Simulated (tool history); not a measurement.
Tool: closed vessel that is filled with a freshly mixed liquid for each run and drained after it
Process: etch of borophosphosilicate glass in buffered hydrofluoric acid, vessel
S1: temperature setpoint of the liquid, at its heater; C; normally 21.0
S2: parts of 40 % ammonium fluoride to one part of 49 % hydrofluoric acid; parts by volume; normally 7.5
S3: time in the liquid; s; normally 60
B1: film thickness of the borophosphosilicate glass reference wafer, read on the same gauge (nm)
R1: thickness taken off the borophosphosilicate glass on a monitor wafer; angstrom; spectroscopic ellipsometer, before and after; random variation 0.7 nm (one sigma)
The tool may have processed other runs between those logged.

Run 1, hour 0.0: usual settings; B1 70.11. Result: R1 1562.0 angstrom.
At hour 65.9: hydrofluoric acid flow meter replaced.
Run 2, hour 84.7: usual settings but S1 24.0 C; B1 70.11. Result: R1 1834.9 angstrom.
Run 3, hour 180.6: usual settings but S1 24.0 C; B1 70.17. Result: R1 1834.7 angstrom.
Run 4, hour 223.7: usual settings but S2 5.5 parts by volume; B1 70.24. Result: R1 2079.1 angstrom.
Run 5, hour 278.4: usual settings but S2 5.5 parts by volume; B1 70.25. Result: R1 2073.6 angstrom.
Run 6, hour 315.1: usual settings but S2 5.0 parts by volume; B1 70.29. Result: R1 2262.3 angstrom.
Run 7, hour 387.2: usual settings; B1 70.43. Result: R1 1569.2 angstrom.
Run 8, hour 490.3: usual settings; B1 70.49. Result: R1 1570.2 angstrom.
Run 9, hour 528.0: usual settings; B1 70.51. Result: R1 1573.4 angstrom.
At hour 563.7: thermometer replaced.
Run 10, hour 601.0: usual settings; B1 70.63. Result: R1 1562.8 angstrom.
Run 11, hour 651.0: usual settings but S2 8.5 parts by volume; B1 70.68. Result: R1 1359.6 angstrom.
Run 12, hour 708.8: usual settings but S1 19.0 C, S3 35 s; B1 70.81. Result: R1 822.8 angstrom.
Run 13, hour 777.3: usual settings but S1 24.5 C, S2 10.5 parts by volume; B1 70.89. Result: R1 1389.0 angstrom.
Run 14, hour 879.6: usual settings; B1 71.10. Result: R1 1564.5 angstrom.
Run 15, hour 987.2: usual settings but S1 19.0 C, S2 6.5 parts by volume, S3 30 s; B1 71.28. Result: R1 819.8 angstrom.
At hour 1035.0: gauge calibrated.
Run 16, hour 1037.2: usual settings but S1 18.0 C, S3 30 s; B1 69.86. Result: R1 656.4 angstrom.
At hour 1057.4: hydrofluoric acid flow meter replaced.
Run 17, hour 1138.3: usual settings but S1 24.0 C, S2 6.0 parts by volume, S3 45 s; B1 69.91. Result: R1 1698.3 angstrom.
Run 18, hour 1215.7: usual settings but S1 19.5 C; B1 69.90. Result: R1 1436.4 angstrom.
Run 19, hour 1309.9: usual settings; B1 69.97. Result: R1 1562.3 angstrom.
Run 20, hour 1408.5: usual settings but S1 17.5 C; B1 69.98. Result: R1 1284.5 angstrom.

The tool's hidden state at each run:
liquid colder than its thermometer reads (K): 0 at every run
hydrofluoric acid flow above the setpoint (%): 0 at every run
H1: gauge reads high (%)
run       H1
  1     0.11
  2    0.181
  3    0.279
  4    0.329
  5    0.397
  6    0.446
  7    0.551
  8    0.718
  9    0.784
 10     0.92
 11     1.02
 12     1.14
 13     1.29
 14     1.54
 15     1.81
 16   -0.157
 17   -0.146
 18   -0.125
 19  -0.0828
 20  -0.0202
